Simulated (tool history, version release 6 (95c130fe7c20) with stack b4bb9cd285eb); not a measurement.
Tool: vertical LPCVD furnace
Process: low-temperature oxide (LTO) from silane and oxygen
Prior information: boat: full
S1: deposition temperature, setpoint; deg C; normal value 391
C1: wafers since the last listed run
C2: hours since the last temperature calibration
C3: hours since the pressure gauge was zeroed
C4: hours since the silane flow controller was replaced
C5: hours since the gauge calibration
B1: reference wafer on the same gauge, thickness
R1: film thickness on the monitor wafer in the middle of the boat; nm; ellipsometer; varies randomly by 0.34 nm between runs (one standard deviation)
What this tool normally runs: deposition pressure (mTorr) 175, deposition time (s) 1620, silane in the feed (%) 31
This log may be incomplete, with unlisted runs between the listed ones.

run 1 hour=0.0 | S1=391 deposition_pressure_(mTorr)=175 deposition_time_(s)=1620 silane_in_the_feed_(%)=31 | C1=0 C2=4827.6 C3=2927.3 C4=1747.3 C5=758.3 | B1=111.00 | R1=112.83
run 2 hour=13.1 | S1=391 deposition_pressure_(mTorr)=165 deposition_time_(s)=1620 silane_in_the_feed_(%)=31 | C1=190 C2=4840.7 C3=2940.4 C4=1760.4 C5=771.4 | B1=111.11 | R1=106.29
-- hour=62.2 thermocouples replaced and temperature profile calibrated
run 3 hour=62.7 | S1=391 deposition_pressure_(mTorr)=165 deposition_time_(s)=1620 silane_in_the_feed_(%)=31 | C1=372 C2=0.5 C3=2990.0 C4=1810.0 C5=821.0 | B1=110.90 | R1=106.48
run 4 hour=76.4 | S1=391 deposition_pressure_(mTorr)=175 deposition_time_(s)=1620 silane_in_the_feed_(%)=31 | C1=199 C2=14.2 C3=3003.7 C4=1823.7 C5=834.7 | B1=111.03 | R1=111.97
run 5 hour=96.9 | S1=391 deposition_pressure_(mTorr)=175 deposition_time_(s)=1620 silane_in_the_feed_(%)=31 | C1=298 C2=34.7 C3=3024.2 C4=1844.2 C5=855.2 | B1=111.04 | R1=112.66
run 6 hour=117.7 | S1=391 deposition_pressure_(mTorr)=175 deposition_time_(s)=1620 silane_in_the_feed_(%)=31 | C1=302 C2=55.5 C3=3045.0 C4=1865.0 C5=876.0 | B1=110.92 | R1=112.28
run 7 hour=139.5 | S1=391 deposition_pressure_(mTorr)=175 deposition_time_(s)=1620 silane_in_the_feed_(%)=31 | C1=316 C2=77.3 C3=3066.8 C4=1886.8 C5=897.8 | B1=111.02 | R1=112.54
run 8 hour=169.2 | S1=391 deposition_pressure_(mTorr)=175 deposition_time_(s)=1620 silane_in_the_feed_(%)=31 | C1=431 C2=107.0 C3=3096.5 C4=1916.5 C5=927.5 | B1=111.00 | R1=112.62
-- hour=212.5 pressure gauge zeroed
run 9 hour=213.0 | S1=391 deposition_pressure_(mTorr)=175 deposition_time_(s)=1620 silane_in_the_feed_(%)=31 | C1=287 C2=150.8 C3=0.5 C4=1960.3 C5=971.3 | B1=110.94 | R1=118.15
run 10 hour=217.9 | S1=399 deposition_pressure_(mTorr)=175 deposition_time_(s)=1620 silane_in_the_feed_(%)=31 | C1=71 C2=155.7 C3=5.4 C4=1965.2 C5=976.2 | B1=110.96 | R1=130.17
run 11 hour=222.8 | S1=399 deposition_pressure_(mTorr)=175 deposition_time_(s)=1620 silane_in_the_feed_(%)=31 | C1=71 C2=160.6 C3=10.3 C4=1970.1 C5=981.1 | B1=110.92 | R1=130.09
-- hour=253.8 silane flow controller replaced
run 12 hour=254.3 | S1=391 deposition_pressure_(mTorr)=175 deposition_time_(s)=1860 silane_in_the_feed_(%)=31 | C1=109 C2=192.1 C3=41.8 C4=0.5 C5=1012.6 | B1=110.92 | R1=135.81
run 13 hour=278.8 | S1=399 deposition_pressure_(mTorr)=175 deposition_time_(s)=1950 silane_in_the_feed_(%)=31 | C1=356 C2=216.6 C3=66.3 C4=25.0 C5=1037.1 | B1=110.92 | R1=156.76
run 14 hour=293.7 | S1=391 deposition_pressure_(mTorr)=175 deposition_time_(s)=1230 silane_in_the_feed_(%)=35 | C1=216 C2=231.5 C3=81.2 C4=39.9 C5=1052.0 | B1=110.96 | R1=106.69
run 15 hour=308.2 | S1=391 deposition_pressure_(mTorr)=175 deposition_time_(s)=1620 silane_in_the_feed_(%)=31 | C1=210 C2=246.0 C3=95.7 C4=54.4 C5=1066.5 | B1=111.03 | R1=118.26
run 16 hour=342.6 | S1=391 deposition_pressure_(mTorr)=190 deposition_time_(s)=1620 silane_in_the_feed_(%)=31 | C1=500 C2=280.4 C3=130.1 C4=88.8 C5=1100.9 | B1=111.11 | R1=128.24
-- hour=365.8 gauge calibrated
run 17 hour=374.7 | S1=398 deposition_pressure_(mTorr)=175 deposition_time_(s)=1620 silane_in_the_feed_(%)=28 | C1=466 C2=312.5 C3=162.2 C4=120.9 C5=8.9 | B1=110.84 | R1=110.46
run 18 hour=392.1 | S1=391 deposition_pressure_(mTorr)=175 deposition_time_(s)=1620 silane_in_the_feed_(%)=35 | C1=252 C2=329.9 C3=179.6 C4=138.3 C5=26.3 | B1=111.06 | R1=140.34
run 19 hour=417.2 | S1=391 deposition_pressure_(mTorr)=175 deposition_time_(s)=1620 silane_in_the_feed_(%)=28 | C1=364 C2=355.0 C3=204.7 C4=163.4 C5=51.4 | B1=111.01 | R1=101.30
run 20 hour=435.2 | S1=391 deposition_pressure_(mTorr)=175 deposition_time_(s)=1620 silane_in_the_feed_(%)=31 | C1=261 C2=373.0 C3=222.7 C4=181.4 C5=69.4 | B1=111.04 | R1=117.79
run 21 hour=470.9 | S1=391 deposition_pressure_(mTorr)=175 deposition_time_(s)=1620 silane_in_the_feed_(%)=31 | C1=519 C2=408.7 C3=258.4 C4=217.1 C5=105.1 | B1=111.10 | R1=118.01
run 22 hour=494.2 | S1=383 deposition_pressure_(mTorr)=175 deposition_time_(s)=1620 silane_in_the_feed_(%)=31 | C1=338 C2=432.0 C3=281.7 C4=240.4 C5=128.4 | B1=111.06 | R1=106.98
run 23 hour=518.1 | S1=384 deposition_pressure_(mTorr)=205 deposition_time_(s)=1800 silane_in_the_feed_(%)=34 | C1=347 C2=455.9 C3=305.6 C4=264.3 C5=152.3 | B1=110.87 | R1=160.07
run 24 hour=551.2 | S1=400 deposition_pressure_(mTorr)=210 deposition_time_(s)=1110 silane_in_the_feed_(%)=31 | C1=481 C2=489.0 C3=338.7 C4=297.4 C5=185.4 | B1=111.00 | R1=107.57
run 25 hour=567.5 | S1=391 deposition_pressure_(mTorr)=175 deposition_time_(s)=2130 silane_in_the_feed_(%)=33 | C1=236 C2=505.3 C3=355.0 C4=313.7 C5=201.7 | B1=110.97 | R1=170.16
run 26 hour=592.7 | S1=391 deposition_pressure_(mTorr)=175 deposition_time_(s)=1620 silane_in_the_feed_(%)=31 | C1=366 C2=530.5 C3=380.2 C4=338.9 C5=226.9 | B1=111.00 | R1=117.30
run 27 hour=627.5 | S1=397 deposition_pressure_(mTorr)=160 deposition_time_(s)=1380 silane_in_the_feed_(%)=31 | C1=505 C2=565.3 C3=415.0 C4=373.7 C5=261.7 | B1=111.04 | R1=98.34
run 28 hour=660.9 | S1=391 deposition_pressure_(mTorr)=145 deposition_time_(s)=1620 silane_in_the_feed_(%)=31 | C1=485 C2=598.7 C3=448.4 C4=407.1 C5=295.1 | B1=110.93 | R1=97.65
run 29 hour=687.2 | S1=391 deposition_pressure_(mTorr)=175 deposition_time_(s)=1620 silane_in_the_feed_(%)=31 | C1=382 C2=625.0 C3=474.7 C4=433.4 C5=321.4 | B1=110.99 | R1=117.80
run 30 hour=719.7 | S1=391 deposition_pressure_(mTorr)=175 deposition_time_(s)=1620 silane_in_the_feed_(%)=31 | C1=472 C2=657.5 C3=507.2 C4=465.9 C5=353.9 | B1=111.00 | R1=117.51
run 31 hour=747.0 | S1=384 deposition_pressure_(mTorr)=210 deposition_time_(s)=1920 silane_in_the_feed_(%)=27 | C1=396 C2=684.8 C3=534.5 C4=493.2 C5=381.2 | B1=111.05 | R1=123.64
run 32 hour=782.2 | S1=391 deposition_pressure_(mTorr)=175 deposition_time_(s)=1620 silane_in_the_feed_(%)=34 | C1=511 C2=720.0 C3=569.7 C4=528.4 C5=416.4 | B1=111.05 | R1=134.62

Some steps in R1 between neighbouring runs. How much of each would the tool show without its hidden state too (settings, what came in, random variation), and how much is left for the hidden state, with any gauge scatter that isn't in both results?
The hidden state here: true tube temperature minus thermocouple reading, K; true pressure minus gauge reading, mTorr; deviation of the silane flow from its setpoint, %; gauge reads high (%).
Run 8 -> 9: pressure gauge zeroed. R1 +5.53 nm: hidden state +6.02, all else -0.49.
Run 13 -> 14: S1 399 -> 391, deposition time (s) 1950 -> 1230, silane in the feed (%) 31 -> 35. R1 -50.07 nm: hidden state -0.23, all else -49.84.
Run 22 -> 23: S1 383 -> 384, deposition pressure (mTorr) 175 -> 205, deposition time (s) 1620 -> 1800, silane in the feed (%) 31 -> 34. R1 +53.09 nm: hidden state -0.03, all else +53.12.
Run 24 -> 25: S1 400 -> 391, deposition pressure (mTorr) 210 -> 175, deposition time (s) 1110 -> 2130, silane in the feed (%) 31 -> 33. R1 +62.59 nm: hidden state -0.04, all else +62.63.
Run 25 -> 26: deposition time (s) 2130 -> 1620, silane in the feed (%) 33 -> 31. R1 -52.86 nm: hidden state -0.04, all else -52.82.
Run 31 -> 32: S1 384 -> 391, deposition pressure (mTorr) 210 -> 175, deposition time (s) 1920 -> 1620, silane in the feed (%) 27 -> 34. R1 +10.98 nm: hidden state -0.17, all else +11.15.
